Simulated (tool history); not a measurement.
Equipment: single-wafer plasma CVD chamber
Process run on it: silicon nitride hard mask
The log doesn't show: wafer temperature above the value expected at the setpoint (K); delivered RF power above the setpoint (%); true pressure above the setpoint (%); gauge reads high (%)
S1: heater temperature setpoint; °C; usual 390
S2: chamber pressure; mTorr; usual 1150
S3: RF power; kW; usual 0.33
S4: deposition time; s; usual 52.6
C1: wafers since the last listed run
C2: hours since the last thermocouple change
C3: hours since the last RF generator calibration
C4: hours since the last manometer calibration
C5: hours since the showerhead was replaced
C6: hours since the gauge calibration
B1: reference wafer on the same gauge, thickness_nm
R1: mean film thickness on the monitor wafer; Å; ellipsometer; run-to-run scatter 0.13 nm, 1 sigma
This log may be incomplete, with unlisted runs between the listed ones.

run	day	S1	S2	S3	S4	C1	C2	C3	C4	C5	C6	B1	R1
1	0	390	1150	0.33	52.6	0	1670.9	801	789	3435	601.4	75.815	628.02
2	2.529	390	1150	0.33	52.6	1400	1731.6	861.7	849.7	3495.7	662.1	75.806	627.41
3	4.525	390	1150	0.33	52.6	1105	1779.5	909.6	897.6	3543.6	710	75.81	627.97
# day 11.017: RF generator calibrated
4	14.912	390	1150	0.33	52.6	5568	2028.8	93.5	1146.9	3792.9	959.3	75.766	634.33
5	17.3	390	1150	0.33	52.6	1322	2086.1	150.8	1204.2	3850.2	1016.6	75.798	634.88
6	20.179	390	1150	0.33	52.6	1594	2155.2	219.9	1273.3	3919.3	1085.7	75.789	633.67
7	22.633	390	1150	0.33	52.6	1359	2214.1	278.8	1332.2	3978.2	1144.6	75.814	631.87
8	27.088	390	1150	0.33	52.6	2466	2321	385.7	1439.1	4085.1	1251.5	75.769	633.38
9	30.996	402	1150	0.33	52.6	2164	2414.8	479.5	1532.9	4178.9	1345.3	75.791	629.24
10	34.512	390	1320	0.305	52.6	1947	2499.2	563.9	1617.3	4263.3	1429.7	75.817	620.36
11	38.946	390	1320	0.305	52.6	2455	2605.6	670.3	1723.7	4369.7	1536.1	75.798	619.92
# day 42.65: gauge calibrated
12	42.875	390	1150	0.38	52.6	2176	2699.9	764.6	1818	4464	5.4	75.81	691.02
# day 44.492: thermocouple changed; heater temperature recalibrated
13	46.675	390	1420	0.28	52.6	1920	52.4	855.8	1909.2	4555.2	96.6	75.811	590.15
# day 49.558: showerhead replaced, of another model than before
14	50.996	380	1150	0.285	57	2208	156.1	959.5	2012.9	34.5	200.3	75.825	575.06
# day 54.004: RF generator calibrated
15	55.446	390	1150	0.305	52.6	2280	262.9	34.6	2119.7	141.3	307.1	75.761	588.38
16	58.825	390	1150	0.33	43.1	1871	344	115.7	2200.8	222.4	388.2	75.795	519.27
17	60.421	385	1430	0.33	52.6	883	382.3	154	2239.1	260.7	426.5	75.805	662.6
# day 61.575: capacitance manometer re-zeroed and calibrated
18	62.317	390	1150	0.285	52.6	865	427.8	199.5	17.8	306.2	472	75.775	542.73
19	64.412	390	1150	0.33	52.6	1160	478.1	249.8	68.1	356.5	522.3	75.786	635.36
20	66.175	390	1150	0.33	52.6	976	520.4	292.1	110.4	398.8	564.6	75.816	633.82
21	68.121	401	1400	0.33	52.6	1077	567.1	338.8	157.1	445.5	611.3	75.815	655.47
22	72.592	390	1150	0.33	52.6	2476	674.4	446.1	264.4	552.8	718.6	75.774	632.97
23	75.892	390	1430	0.37	57.6	1827	753.6	525.3	343.6	632	797.8	75.804	799.88
24	79.854	390	1150	0.39	45.6	2194	848.7	620.4	438.7	727.1	892.9	75.769	631.54
25	82.308	390	1150	0.33	52.6	1359	907.6	679.3	497.6	786	951.8	75.786	628.05

For some of the steps in R1 from one run to the next: how much would appear even if the tool had no hidden state, given the settings, what came in and random variation, and how much remains for the hidden state plus any gauge scatter that the measured result and the result without hidden state don't share?
Run 3 -> 4: RF generator calibrated. R1 +6.36 Å: hidden state +8.75, all else -2.39.
Run 14 -> 15: S1 380 -> 390, S3 0.285 -> 0.305, S4 57 -> 52.6, RF generator calibrated. R1 +13.32 Å: hidden state +16.61, all else -3.29.
Run 22 -> 23: S2 1150 -> 1430, S3 0.33 -> 0.37, S4 52.6 -> 57.6. R1 +166.91 Å: hidden state -2.35, all else +169.26.
Run 23 -> 24: S2 1430 -> 1150, S3 0.37 -> 0.39, S4 57.6 -> 45.6. R1 -168.34 Å: hidden state +0.01, all else -168.35.
